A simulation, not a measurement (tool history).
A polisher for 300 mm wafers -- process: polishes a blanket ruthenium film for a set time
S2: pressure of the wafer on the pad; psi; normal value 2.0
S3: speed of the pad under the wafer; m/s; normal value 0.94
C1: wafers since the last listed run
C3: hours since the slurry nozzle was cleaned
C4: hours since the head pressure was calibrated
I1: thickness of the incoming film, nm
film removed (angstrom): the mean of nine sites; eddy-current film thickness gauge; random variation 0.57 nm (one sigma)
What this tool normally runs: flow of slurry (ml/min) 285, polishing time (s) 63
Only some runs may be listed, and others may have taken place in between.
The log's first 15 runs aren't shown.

{"hour": 181.2, "done": "worn pad replaced by a new one"}
{"run": 16, "hour": 187.7, "flow of slurry (ml/min)": 285, "S2": 1.6, "S3": 0.94, "polishing time (s)": 63, "C1": 173, "wafers polished on this pad": 89, "C3": 52.8, "C4": 989.6, "I1": 546.3, "film removed (angstrom)": 475}
{"run": 17, "hour": 203.8, "flow of slurry (ml/min)": 285, "S2": 2.0, "S3": 0.94, "polishing time (s)": 63, "C1": 220, "wafers polished on this pad": 309, "C3": 68.9, "C4": 1005.7, "I1": 540.9, "film removed (angstrom)": 526}
{"run": 18, "hour": 214.6, "flow of slurry (ml/min)": 230, "S2": 2.0, "S3": 0.94, "polishing time (s)": 79, "C1": 147, "wafers polished on this pad": 457, "C3": 79.7, "C4": 1016.5, "I1": 544.8, "film removed (angstrom)": 647}
{"run": 19, "hour": 225.3, "flow of slurry (ml/min)": 285, "S2": 2.0, "S3": 1.14, "polishing time (s)": 45, "C1": 146, "wafers polished on this pad": 604, "C3": 90.4, "C4": 1027.2, "I1": 555.3, "film removed (angstrom)": 446}
{"run": 20, "hour": 232.4, "flow of slurry (ml/min)": 210, "S2": 1.4, "S3": 1.2, "polishing time (s)": 63, "C1": 97, "wafers polished on this pad": 701, "C3": 97.5, "C4": 1034.3, "I1": 549.2, "film removed (angstrom)": 524}
{"run": 21, "hour": 243.3, "flow of slurry (ml/min)": 245, "S2": 2.4, "S3": 0.8, "polishing time (s)": 56, "C1": 149, "wafers polished on this pad": 850, "C3": 108.4, "C4": 1045.2, "I1": 554.5, "film removed (angstrom)": 424}
{"run": 22, "hour": 250.6, "flow of slurry (ml/min)": 210, "S2": 2.6, "S3": 0.76, "polishing time (s)": 52, "C1": 99, "wafers polished on this pad": 950, "C3": 115.7, "C4": 1052.5, "I1": 550.9, "film removed (angstrom)": 372}
{"run": 23, "hour": 275.8, "flow of slurry (ml/min)": 215, "S2": 2.4, "S3": 0.82, "polishing time (s)": 53, "C1": 344, "wafers polished on this pad": 1295, "C3": 140.9, "C4": 1077.7, "I1": 553.9, "film removed (angstrom)": 392}
{"hour": 284.7, "done": "head pressure recalibrated"}
{"run": 24, "hour": 285.2, "flow of slurry (ml/min)": 240, "S2": 2.7, "S3": 0.94, "polishing time (s)": 70, "C1": 101, "wafers polished on this pad": 1396, "C3": 150.3, "C4": 0.5, "I1": 549.7, "film removed (angstrom)": 651}
{"hour": 290.7, "done": "worn pad replaced by a new one"}
{"run": 25, "hour": 291.2, "flow of slurry (ml/min)": 225, "S2": 2.0, "S3": 0.8, "polishing time (s)": 51, "C1": 27, "wafers polished on this pad": 6, "C3": 156.3, "C4": 6.5, "I1": 551.1, "film removed (angstrom)": 375}
{"run": 26, "hour": 298.2, "flow of slurry (ml/min)": 285, "S2": 2.0, "S3": 0.94, "polishing time (s)": 63, "C1": 95, "wafers polished on this pad": 102, "C3": 163.3, "C4": 13.5, "I1": 548.5, "film removed (angstrom)": 542}
{"run": 27, "hour": 308.3, "flow of slurry (ml/min)": 190, "S2": 1.4, "S3": 0.72, "polishing time (s)": 53, "C1": 138, "wafers polished on this pad": 240, "C3": 173.4, "C4": 23.6, "I1": 541.2, "film removed (angstrom)": 268}
{"run": 28, "hour": 315.9, "flow of slurry (ml/min)": 215, "S2": 2.4, "S3": 0.82, "polishing time (s)": 53, "C1": 104, "wafers polished on this pad": 344, "C3": 181.0, "C4": 31.2, "I1": 556.6, "film removed (angstrom)": 416}
{"run": 29, "hour": 325.5, "flow of slurry (ml/min)": 285, "S2": 2.7, "S3": 0.94, "polishing time (s)": 63, "C1": 131, "wafers polished on this pad": 475, "C3": 190.6, "C4": 40.8, "I1": 544.4, "film removed (angstrom)": 613}
{"run": 30, "hour": 335.1, "flow of slurry (ml/min)": 285, "S2": 2.2, "S3": 0.94, "polishing time (s)": 63, "C1": 131, "wafers polished on this pad": 607, "C3": 200.2, "C4": 50.4, "I1": 552.8, "film removed (angstrom)": 529}
{"run": 31, "hour": 358.9, "flow of slurry (ml/min)": 225, "S2": 1.7, "S3": 0.94, "polishing time (s)": 46, "C1": 325, "wafers polished on this pad": 932, "C3": 224.0, "C4": 74.2, "I1": 549.3, "film removed (angstrom)": 319}
{"run": 32, "hour": 366.8, "flow of slurry (ml/min)": 285, "S2": 2.6, "S3": 0.94, "polishing time (s)": 47, "C1": 108, "wafers polished on this pad": 1040, "C3": 231.9, "C4": 82.1, "I1": 541.7, "film removed (angstrom)": 426}
{"run": 33, "hour": 381.0, "flow of slurry (ml/min)": 215, "S2": 2.4, "S3": 0.82, "polishing time (s)": 53, "C1": 194, "wafers polished on this pad": 1235, "C3": 246.1, "C4": 96.3, "I1": 551.9, "film removed (angstrom)": 391}
{"hour": 392.8, "done": "worn pad replaced by a new one"}
{"run": 34, "hour": 393.3, "flow of slurry (ml/min)": 285, "S2": 2.0, "S3": 0.94, "polishing time (s)": 63, "C1": 113, "wafers polished on this pad": 6, "C3": 258.4, "C4": 108.6, "I1": 553.1, "film removed (angstrom)": 543}
{"run": 35, "hour": 405.5, "flow of slurry (ml/min)": 285, "S2": 2.0, "S3": 0.94, "polishing time (s)": 63, "C1": 166, "wafers polished on this pad": 173, "C3": 270.6, "C4": 120.8, "I1": 547.6, "film removed (angstrom)": 528}
{"run": 36, "hour": 418.7, "flow of slurry (ml/min)": 285, "S2": 2.0, "S3": 1.16, "polishing time (s)": 63, "C1": 180, "wafers polished on this pad": 353, "C3": 283.8, "C4": 134.0, "I1": 544.4, "film removed (angstrom)": 621}
{"run": 37, "hour": 435.0, "flow of slurry (ml/min)": 285, "S2": 2.0, "S3": 0.94, "polishing time (s)": 77, "C1": 223, "wafers polished on this pad": 577, "C3": 300.1, "C4": 150.3, "I1": 542.1, "film removed (angstrom)": 603}
{"run": 38, "hour": 442.4, "flow of slurry (ml/min)": 285, "S2": 2.0, "S3": 1.18, "polishing time (s)": 63, "C1": 101, "wafers polished on this pad": 678, "C3": 307.5, "C4": 157.7, "I1": 548.8, "film removed (angstrom)": 623}

Branching from run 38: 3 alternative next runs. What would each branch give?
{"run": "A", "hour": 442.8, "flow of slurry (ml/min)": 285, "S2": 1.8, "S3": 0.94, "polishing time (s)": 63, "C1": 5, "wafers polished on this pad": 683, "C3": 307.9, "C4": 158.1, "I1": 551.6, "film removed (angstrom)": "?"}
{"run": "B", "hour": 442.8, "flow of slurry (ml/min)": 285, "S2": 1.7, "S3": 0.78, "polishing time (s)": 55, "C1": 5, "wafers polished on this pad": 683, "C3": 307.9, "C4": 158.1, "I1": 551.6, "film removed (angstrom)": "?"}
{"run": "C", "hour": 442.8, "flow of slurry (ml/min)": 355, "S2": 2.0, "S3": 0.94, "polishing time (s)": 63, "C1": 5, "wafers polished on this pad": 683, "C3": 307.9, "C4": 158.1, "I1": 551.6, "film removed (angstrom)": "?"}

run=A film_removed_(angstrom)=455
run=B film_removed_(angstrom)=319
run=C film_removed_(angstrom)=495
What these runs would have given with no unlogged condition in the tool:
run=A film_removed_(angstrom)=530
run=B film_removed_(angstrom)=372
run=C film_removed_(angstrom)=574

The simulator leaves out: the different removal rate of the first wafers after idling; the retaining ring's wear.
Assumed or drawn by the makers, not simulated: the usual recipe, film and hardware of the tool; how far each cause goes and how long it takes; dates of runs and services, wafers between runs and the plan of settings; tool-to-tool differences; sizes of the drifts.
